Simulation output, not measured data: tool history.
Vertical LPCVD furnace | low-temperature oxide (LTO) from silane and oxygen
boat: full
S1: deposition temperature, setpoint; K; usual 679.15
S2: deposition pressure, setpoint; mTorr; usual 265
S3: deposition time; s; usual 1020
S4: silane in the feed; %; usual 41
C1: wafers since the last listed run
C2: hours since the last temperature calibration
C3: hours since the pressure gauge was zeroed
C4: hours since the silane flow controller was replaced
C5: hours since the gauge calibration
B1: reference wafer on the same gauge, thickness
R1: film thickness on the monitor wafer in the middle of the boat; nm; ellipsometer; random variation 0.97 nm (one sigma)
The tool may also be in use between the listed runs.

run,hour,S1,S2,S3,S4,C1,C2,C3,C4,C5,B1,R1
1,0,679.15,265,1020,41,0,3509.9,2172.6,3319.9,131.5,212.04,190.46
2,11.2,679.15,265,1020,41,128,3521.1,2183.8,3331.1,142.7,212,190.41
3,23,679.15,265,1020,41,134,3532.9,2195.6,3342.9,154.5,212.24,189.78
4,38.5,679.15,265,1020,41,177,3548.4,2211.1,3358.4,170,212.5,189.38
5,51.6,679.15,265,1020,41,149,3561.5,2224.2,3371.5,183.1,212.49,189.84
6,57.8,679.15,265,1020,41,70,3567.7,2230.4,3377.7,189.3,211.73,189.4
7,74.6,684.15,265,1020,37,192,3584.5,2247.2,3394.5,206.1,211.88,175.92
8,86.2,684.15,265,1020,37,132,3596.1,2258.8,3406.1,217.7,212.07,176.75
9,99.5,684.15,265,1020,37,152,3609.4,2272.1,3419.4,231,211.92,177.36
10,117.4,679.15,220,1020,41,204,3627.3,2290,3437.3,248.9,211.65,158.35
11,127.5,679.15,220,1020,41,115,3637.4,2300.1,3447.4,259,211.95,157.59
12,144,679.15,220,1020,41,188,3653.9,2316.6,3463.9,275.5,211.94,159.59
13,151.8,679.15,250,750,41,89,3661.7,2324.4,3471.7,283.3,211.68,132.04
# hour 177.2: pressure gauge zeroed
14,177.7,679.15,250,750,41,21,3687.6,0.5,3497.6,309.2,212.43,130.86
15,181.9,688.15,265,1020,41,48,3691.8,4.7,3501.8,313.4,211.73,208.45
# hour 213.6: thermocouples replaced and temperature profile calibrated
# hour 219.6: silane flow controller replaced
16,220.1,679.15,265,1020,41,94,6.5,42.9,0.5,351.6,211.5,190.96
17,224.3,679.15,265,1020,41,48,10.7,47.1,4.7,355.8,211.91,190.73
18,228.6,675.15,265,1200,41,49,15,51.4,9,360.1,211.35,215.06
19,232.8,668.15,320,1020,41,48,19.2,55.6,13.2,364.3,212.58,203.83
# hour 237.4: gauge calibrated
20,237.7,679.15,265,780,34,56,24.1,60.5,18.1,0.3,212.09,115.4
21,251.1,687.15,265,1020,41,153,37.5,73.9,31.5,13.7,212.05,209.12
22,259.2,679.15,265,1020,41,92,45.6,82,39.6,21.8,211.76,191.5
23,267.3,679.15,305,1020,41,92,53.7,90.1,47.7,29.9,211.55,218.78
24,281.5,671.15,285,1020,41,162,67.9,104.3,61.9,44.1,212.23,187.18
25,298.3,679.15,265,1020,41,192,84.7,121.1,78.7,60.9,211.69,190.66
26,305.3,679.15,265,1020,41,80,91.7,128.1,85.7,67.9,212.26,190.32
27,317.7,673.15,320,1200,38,141,104.1,140.5,98.1,80.3,211.98,230.42
28,331.7,679.15,300,1230,37,160,118.1,154.5,112.1,94.3,212.14,228.09
29,340.1,679.15,265,1320,41,96,126.5,162.9,120.5,102.7,211.87,245.12

3 ways to go on from here, each from the tool as it stands after run 29. What would each give?
A,344.4,679.15,265,1020,41,49,130.8,167.2,124.8,107,?,?
B,344.4,679.15,265,1350,38,49,130.8,167.2,124.8,107,?,?
C,344.4,687.15,265,660,37,49,130.8,167.2,124.8,107,?,?

run,B1,R1
A,211.7,188.8
B,211.7,228.35
C,211.7,117.79
Without the tool's hidden state the same runs would have given:
run,R1
A,188.8
B,228.35
C,117.79
